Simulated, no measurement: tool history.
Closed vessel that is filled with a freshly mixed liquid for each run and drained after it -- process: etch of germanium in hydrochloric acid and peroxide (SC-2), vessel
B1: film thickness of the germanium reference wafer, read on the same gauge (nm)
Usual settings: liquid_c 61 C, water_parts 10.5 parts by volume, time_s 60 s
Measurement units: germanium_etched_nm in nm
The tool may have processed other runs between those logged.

run 1 day=0 | liquid_c=61 water_parts=10.5 time_s=60 | B1=79.98 | germanium_etched_nm=126.64
run 2 day=3.575 | liquid_c=61 water_parts=10.5 time_s=60 | B1=80.01 | germanium_etched_nm=127.06
-- day=5.283 thermometer replaced
run 3 day=5.571 | liquid_c=61 water_parts=10.5 time_s=60 | B1=80 | germanium_etched_nm=121.29
run 4 day=7.742 | liquid_c=61 water_parts=7.5 time_s=60 | B1=80 | germanium_etched_nm=124.79
run 5 day=12.058 | liquid_c=61 water_parts=7.5 time_s=60 | B1=80.02 | germanium_etched_nm=124.76
-- day=13.667 chemicals flow meter replaced
run 6 day=15.875 | liquid_c=61 water_parts=10.5 time_s=60 | B1=80.05 | germanium_etched_nm=120.1
run 7 day=18.554 | liquid_c=61 water_parts=10.5 time_s=60 | B1=80.03 | germanium_etched_nm=122.19
-- day=20.233 thermometer replaced, repeated, since the last time left the tool worse
run 8 day=21.221 | liquid_c=53 water_parts=10.5 time_s=60 | B1=79.99 | germanium_etched_nm=104.07
-- day=25.296 new drum of peroxide connected
run 9 day=25.638 | liquid_c=61 water_parts=10.5 time_s=60 | B1=79.98 | germanium_etched_nm=131.95
run 10 day=29.912 | liquid_c=61 water_parts=10.5 time_s=60 | B1=79.98 | germanium_etched_nm=131.2
run 11 day=31.829 | liquid_c=67.5 water_parts=7 time_s=60 | B1=79.97 | germanium_etched_nm=163.8
run 12 day=33.571 | liquid_c=52 water_parts=15 time_s=45 | B1=80 | germanium_etched_nm=71.9
run 13 day=36.279 | liquid_c=69 water_parts=10.5 time_s=35 | B1=80.02 | germanium_etched_nm=95.87
run 14 day=38.367 | liquid_c=61 water_parts=10.5 time_s=60 | B1=80.01 | germanium_etched_nm=129.76
run 15 day=41.271 | liquid_c=61 water_parts=15 time_s=40 | B1=80 | germanium_etched_nm=81.79
run 16 day=43.454 | liquid_c=61 water_parts=10.5 time_s=60 | B1=80 | germanium_etched_nm=128.98
run 17 day=46.075 | liquid_c=69.5 water_parts=10.5 time_s=30 | B1=80.01 | germanium_etched_nm=82.14
run 18 day=48.162 | liquid_c=64.5 water_parts=13 time_s=40 | B1=80.02 | germanium_etched_nm=92.33
run 19 day=50.862 | liquid_c=61 water_parts=10.5 time_s=60 | B1=80.02 | germanium_etched_nm=129.83
run 20 day=54.6 | liquid_c=61 water_parts=12.5 time_s=60 | B1=79.99 | germanium_etched_nm=124.33
run 21 day=57.296 | liquid_c=67.5 water_parts=12 time_s=75 | B1=80.01 | germanium_etched_nm=189.63
run 22 day=60.608 | liquid_c=64.5 water_parts=15 time_s=75 | B1=80.03 | germanium_etched_nm=169.45
-- day=61.042 gauge calibrated
run 23 day=63.45 | liquid_c=61 water_parts=10.5 time_s=60 | B1=80 | germanium_etched_nm=127.02
-- day=65.158 thermometer replaced
run 24 day=66.171 | liquid_c=57 water_parts=12.5 time_s=90 | B1=79.97 | germanium_etched_nm=172.45
-- day=67.267 new drum of peroxide connected
run 25 day=70.129 | liquid_c=69 water_parts=13.5 time_s=40 | B1=79.98 | germanium_etched_nm=105.52
run 26 day=72.083 | liquid_c=61 water_parts=10.5 time_s=60 | B1=80.02 | germanium_etched_nm=131.13
run 27 day=75.504 | liquid_c=61 water_parts=15 time_s=75 | B1=80.05 | germanium_etched_nm=155.22
run 28 day=79.362 | liquid_c=61 water_parts=10.5 time_s=60 | B1=80 | germanium_etched_nm=131.4
run 29 day=81.396 | liquid_c=56 water_parts=8.5 time_s=80 | B1=79.98 | germanium_etched_nm=150.87
run 30 day=85.05 | liquid_c=64 water_parts=10.5 time_s=60 | B1=79.98 | germanium_etched_nm=142.28

Each row is a separate what-if for the run after 30, all from the same tool condition, not one after another. Results?
run A day=85.079 | liquid_c=68 water_parts=10.5 time_s=60 | B1=? | germanium_etched_nm=?
run B day=85.079 | liquid_c=52.5 water_parts=10.5 time_s=75 | B1=? | germanium_etched_nm=?
run C day=85.079 | liquid_c=57 water_parts=14 time_s=60 | B1=? | germanium_etched_nm=?
run D day=85.079 | liquid_c=58.5 water_parts=6.5 time_s=70 | B1=? | germanium_etched_nm=?

run=A B1=80.01 germanium_etched_nm=158.43
run=B B1=80.01 germanium_etched_nm=125.56
run=C B1=80.01 germanium_etched_nm=110.97
run=D B1=80.01 germanium_etched_nm=146.23
Had the tool no hidden state, the same runs would have come out as:
run=A germanium_etched_nm=161.05
run=B germanium_etched_nm=127.87
run=C germanium_etched_nm=112.92
run=D germanium_etched_nm=148.86

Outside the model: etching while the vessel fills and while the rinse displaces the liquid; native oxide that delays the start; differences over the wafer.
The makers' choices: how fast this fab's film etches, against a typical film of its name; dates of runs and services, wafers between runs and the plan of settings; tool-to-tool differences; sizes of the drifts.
